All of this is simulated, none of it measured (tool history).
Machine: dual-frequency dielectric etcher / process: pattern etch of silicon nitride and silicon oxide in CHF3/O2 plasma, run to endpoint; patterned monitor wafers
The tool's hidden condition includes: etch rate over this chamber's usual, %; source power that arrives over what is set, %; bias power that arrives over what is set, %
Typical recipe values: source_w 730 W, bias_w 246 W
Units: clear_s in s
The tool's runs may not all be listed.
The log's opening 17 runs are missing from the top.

run	day	source_w	bias_w	wafers since the last listed run	hours since the last wet clean	hours since the last source power generator calibration	hours since the last bias power generator calibration	hours since the last upper electrode change	incoming incoming film thickness, nm	clear_s
# day 52.250: bias power generator calibrated
18	53.675	730	246	198	407.7	3068.0	34.2	369.1	316.9	204.0
19	56.542	820	282	345	476.5	3136.8	103.0	437.9	321.1	184.2
20	59.721	570	276	382	552.8	3213.1	179.3	514.2	321.9	236.6
# day 61.425: wet clean of the chamber
21	61.646	850	296	111	5.3	3259.3	225.5	560.4	319.0	177.1
22	63.533	910	274	227	50.6	3304.6	270.8	605.7	317.9	173.3
23	66.071	650	216	305	111.5	3365.5	331.7	666.6	322.3	234.0
# day 68.733: source power generator calibrated
24	72.162	780	195	713	257.7	82.3	477.9	812.8	318.9	214.8
25	73.858	810	197	204	298.4	123.0	518.6	853.5	320.5	208.3
26	77.500	730	228	438	385.8	210.4	606.0	940.9	319.0	211.0
27	80.083	670	273	310	447.8	272.4	668.0	1002.9	320.1	209.0
28	83.996	730	246	471	541.7	366.3	761.9	1096.8	317.0	202.9
# day 87.229: wet clean of the chamber
29	87.717	730	246	327	11.7	455.6	851.2	1186.1	317.7	205.2
30	99.579	820	284	1428	296.4	740.3	1135.9	1470.8	320.8	184.7
31	103.021	730	246	414	379.0	822.9	1218.5	1553.4	319.4	205.1
32	106.121	870	271	373	453.4	897.3	1292.9	1627.8	319.7	179.9
33	108.050	730	279	232	499.7	943.6	1339.2	1674.1	322.2	199.7
# day 111.650: wet clean of the chamber
34	111.671	550	201	315	0.5	1030.5	1426.1	1761.0	317.3	264.3
35	114.258	730	246	311	62.6	1092.6	1488.2	1823.1	317.5	205.1

4 ways to go on from here, each from the tool as it stands after run 35. What would each give?
A	114.279	730	200	2	63.1	1093.1	1488.7	1823.6	316.0	?
B	114.279	670	287	2	63.1	1093.1	1488.7	1823.6	316.0	?
C	114.279	640	272	2	63.1	1093.1	1488.7	1823.6	316.0	?
D	114.279	660	246	2	63.1	1093.1	1488.7	1823.6	316.0	?

run	clear_s
A	219.2
B	205.7
C	215.8
D	218.7
Had the tool no hidden state, the same runs would have come out as:
run	clear_s
A	219.2
B	205.7
C	215.8
D	218.7
